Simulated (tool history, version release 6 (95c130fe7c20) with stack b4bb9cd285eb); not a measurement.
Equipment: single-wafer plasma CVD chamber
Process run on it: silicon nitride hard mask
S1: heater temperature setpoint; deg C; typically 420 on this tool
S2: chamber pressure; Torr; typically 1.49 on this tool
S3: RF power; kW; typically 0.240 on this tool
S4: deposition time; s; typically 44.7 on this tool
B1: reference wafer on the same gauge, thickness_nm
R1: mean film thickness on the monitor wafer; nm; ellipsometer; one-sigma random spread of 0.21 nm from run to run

run,hour,S1,S2,S3,S4,B1,R1
1,0.0,420,1.49,0.240,44.7,33.875,38.737
2,94.9,420,1.49,0.240,44.7,33.967,38.574
# hour 121.6: thermocouple changed; heater temperature recalibrated
3,184.6,420,1.49,0.240,44.7,33.815,38.593
4,279.7,420,1.49,0.240,44.7,33.883,38.874
5,382.2,420,1.49,0.240,44.7,33.797,38.565
# hour 384.6: gauge calibrated
6,480.5,420,1.49,0.240,44.7,33.921,38.336
7,565.3,420,1.49,0.240,44.7,33.928,38.331
8,662.7,420,1.49,0.240,44.7,33.885,38.440
9,918.1,412,1.49,0.215,44.7,33.819,35.504
# hour 933.6: capacitance manometer re-zeroed and calibrated
10,976.8,412,1.49,0.215,44.7,33.915,35.138
# hour 1007.0: RF generator calibrated
11,1077.2,420,1.49,0.240,44.7,33.936,39.520
12,1158.9,412,1.49,0.240,44.7,33.850,39.460
13,1195.5,411,1.49,0.240,51.5,33.978,45.460
# hour 1247.3: thermocouple changed; heater temperature recalibrated
# hour 1335.7: showerhead replaced
14,1373.2,435,1.17,0.225,48.6,33.823,37.377
15,1421.4,420,1.49,0.210,44.7,34.014,35.157
# hour 1426.2: gauge calibrated
16,1508.7,420,1.49,0.240,44.7,33.933,38.712
17,1589.3,420,1.13,0.240,47.2,33.831,38.172
18,1646.4,420,1.49,0.240,44.7,33.898,38.903
19,1740.2,420,1.49,0.240,44.7,34.028,38.568
20,1804.3,407,1.49,0.240,44.7,33.974,39.156
21,1902.4,420,1.65,0.230,44.7,33.996,38.364
22,2003.9,416,1.66,0.280,41.1,33.855,41.006
23,2069.3,412,1.49,0.240,51.8,33.926,44.783

A few steps of R1 between consecutive runs. Split each: what settings, incoming material and random variation would produce without the hidden state, and what is left over for the hidden state, along with gauge scatter present in only one of the two compared results (measured, and without hidden state):
The tool's hidden condition here consists of: wafer temperature above the value expected at the setpoint (K); delivered RF power above the setpoint (%); true pressure above the setpoint (%); gauge reads high (%).
Run 10 -> 11: S1 412 -> 420, S3 0.215 -> 0.240, RF generator calibrated. R1 +4.382 nm: hidden state +1.005, all else +3.377.
Run 12 -> 13: S1 412 -> 411, S4 44.7 -> 51.5. R1 +6.000 nm: hidden state -0.116, all else +6.116.
Run 13 -> 14: S1 411 -> 435, S2 1.49 -> 1.17, S3 0.240 -> 0.225, S4 51.5 -> 48.6, thermocouple changed; heater temperature recalibrated, showerhead replaced. R1 -8.083 nm: hidden state -0.142, all else -7.941.
Run 22 -> 23: S1 416 -> 412, S2 1.66 -> 1.49, S3 0.280 -> 0.240, S4 41.1 -> 51.8. R1 +3.777 nm: hidden state -0.189, all else +3.966.
